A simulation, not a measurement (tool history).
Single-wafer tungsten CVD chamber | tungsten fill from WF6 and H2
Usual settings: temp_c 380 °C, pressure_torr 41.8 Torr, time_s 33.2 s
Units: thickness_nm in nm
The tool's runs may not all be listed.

run    day  temp_c  pressure_torr  time_s  wafers since the last listed run  hours since the last thermocouple change  hours since the last manometer calibration  hours since the showerhead was replaced  hours since the gauge calibration  read-back reference wafer on the same gauge, thickness_nm  thickness_nm
  1      0     380           41.8    33.2                                 0                                    1488.9                                      1311.5                                   3986.5                              196.4                                                     59.382        66.016
  2  0.317     380           41.8    33.2                               155                                    1496.5                                      1319.1                                   3994.1                                204                                                     59.391        65.852
  3  0.638     380           41.8    33.2                               157                                    1504.2                                      1326.8                                   4001.8                              211.7                                                      59.52        65.607
  4  1.371     380           41.8    33.2                               360                                    1521.8                                      1344.4                                   4019.4                              229.3                                                     59.466        66.062
  5  1.829     380           34.5    33.2                               225                                    1532.8                                      1355.4                                   4030.4                              240.3                                                      59.45        55.815
  6  2.292     380           34.5    33.2                               227                                    1543.9                                      1366.5                                   4041.5                              251.4                                                       59.4        55.572
  7      3     380           41.8    33.2                               348                                    1560.9                                      1383.5                                   4058.5                              268.4                                                     59.423        65.605
     3.025  -- gauge calibrated
  8  3.617     380           41.8    33.2                               303                                    1575.7                                      1398.3                                   4073.3                               14.2                                                     59.401        66.022
  9  3.929     380           41.8    33.2                               153                                    1583.2                                      1405.8                                   4080.8                               21.7                                                     59.393        65.949
 10  4.588     380           41.8    33.2                               323                                      1599                                      1421.6                                   4096.6                               37.5                                                     59.279        65.568
     4.979  -- thermocouple changed; heater temperature recalibrated
 11      5     394           38.8    39.8                                38                                       0.5                                      1431.5                                   4106.5                               47.4                                                     59.387       113.089
     5.429  -- capacitance manometer re-zeroed and calibrated
     6.979  -- showerhead replaced
 12  7.083     380           34.5    33.2                               696                                      50.5                                        39.7                                      2.5                               97.4                                                     59.479        64.103
 13  7.521     380           50.4    33.2                               215                                        61                                        50.2                                       13                              107.9                                                     59.416        86.518
 14  7.921     380           41.8    33.2                               196                                      70.6                                        59.8                                     22.6                              117.5                                                     59.361        75.435
 15  8.242     380           32.1    33.2                               157                                      78.3                                        67.5                                     30.3                              125.2                                                     59.381        59.934
 16  8.808     391           38.8    33.2                               278                                      91.9                                        81.1                                     43.9                              138.8                                                     59.319        88.052
 17    9.3     380           34.7    29.7                               241                                     103.7                                        92.9                                     55.7                              150.6                                                     59.473        57.108
 18  9.604     380           41.8      29                               149                                       111                                       100.2                                       63                              157.9                                                     59.356        65.538

The tool's hidden state at each run:
true pressure above the setpoint (%): 0 in every run
gauge reads high (%): 0 in every run
H1: wafer temperature above the value expected at the setpoint (K)
run     H1
  1   -5.7
  2  -5.71
  3  -5.72
  4  -5.73
  5  -5.74
  6  -5.75
  7  -5.76
  8  -5.77
  9  -5.78
 10  -5.79
 11   1.71
 12   1.18
 13   1.08
 14  0.984
 15  0.909
 16   0.78
 17  0.671
 18  0.604

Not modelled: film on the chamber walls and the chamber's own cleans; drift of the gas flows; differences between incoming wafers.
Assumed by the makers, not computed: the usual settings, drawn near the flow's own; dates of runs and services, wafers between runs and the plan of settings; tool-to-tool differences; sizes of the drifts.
